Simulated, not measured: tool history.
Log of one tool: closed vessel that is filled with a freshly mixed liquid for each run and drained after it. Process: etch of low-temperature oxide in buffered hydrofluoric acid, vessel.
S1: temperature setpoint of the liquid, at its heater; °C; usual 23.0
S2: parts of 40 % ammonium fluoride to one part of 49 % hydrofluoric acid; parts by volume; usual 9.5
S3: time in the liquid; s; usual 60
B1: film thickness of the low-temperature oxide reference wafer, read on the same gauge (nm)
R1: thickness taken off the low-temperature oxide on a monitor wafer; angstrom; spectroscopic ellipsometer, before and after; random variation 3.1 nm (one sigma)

run,hour,S1,S2,S3,B1,R1
1,0.0,23.0,9.5,60,89.97,4372.2
2,17.4,23.0,9.5,60,89.97,4466.0
3,25.8,23.0,9.5,60,89.98,4467.8
4,32.8,23.0,9.5,35,90.04,2610.4
5,50.2,19.0,9.5,60,89.98,3569.2
6,57.7,23.0,9.5,60,90.04,4441.1
7,66.3,23.0,9.5,60,90.00,4472.3
8,79.9,23.0,9.5,60,90.02,4484.2
9,90.8,21.5,12.5,30,90.00,1603.4
10,99.3,23.0,9.5,60,90.02,4486.1
11,116.0,23.0,7.5,60,90.02,5574.6
# hour 137.8: thermometer replaced, repeated, since the last time left the tool worse
12,167.8,24.5,10.5,45,90.01,2855.3
13,177.4,19.5,6.5,90,90.01,6813.6
14,188.5,21.0,11.5,90,89.99,4359.8
15,200.0,23.0,9.5,60,90.03,3807.5
16,207.4,23.0,9.5,60,90.03,3783.9
17,218.8,23.0,12.5,70,89.99,3494.7
18,231.1,18.0,12.5,85,89.97,3146.0
19,238.4,26.5,12.5,80,90.03,4800.6
20,247.1,25.5,9.5,60,89.94,4359.9
21,262.2,23.0,9.5,60,90.01,3824.2
22,274.1,23.0,9.5,60,90.00,3852.6
23,280.9,23.0,9.5,60,90.01,3799.0
24,295.0,23.0,9.5,80,89.97,5220.7
25,301.6,19.0,5.5,35,90.00,2958.4
26,310.0,23.0,7.0,60,89.99,5287.2
27,321.6,21.5,10.5,75,89.99,4074.0
28,334.5,23.0,9.5,60,90.00,3857.7
29,347.2,27.0,9.5,60,90.05,4794.9
30,354.5,23.0,9.5,60,89.96,3793.6
31,365.4,27.5,6.0,95,90.00,12064.3
32,384.3,25.0,9.5,70,90.04,5034.2

Measured less the same run without the tool's hidden state. The same run-to-run variation is in both; the gauge's scatter may not be:
The hidden state here: liquid hotter than its thermometer reads (K); hydrofluoric acid flow above the setpoint (%); gauge reads high (%).
run,R1
1,+681.5
2,+700.2
3,+702.5
4,+410.4
5,+578.3
6,+704.3
7,+711.2
8,+715.2
9,+259.0
10,+719.5
11,+895.9
12,+41.6
13,+106.1
14,+69.7
15,+62.1
16,+63.8
17,+60.8
18,+58.4
19,+84.2
20,+79.2
21,+74.7
22,+77.4
23,+76.3
24,+110.4
25,+64.1
26,+114.5
27,+91.5
28,+87.7
29,+108.8
30,+90.4
31,+284.8
32,+126.3
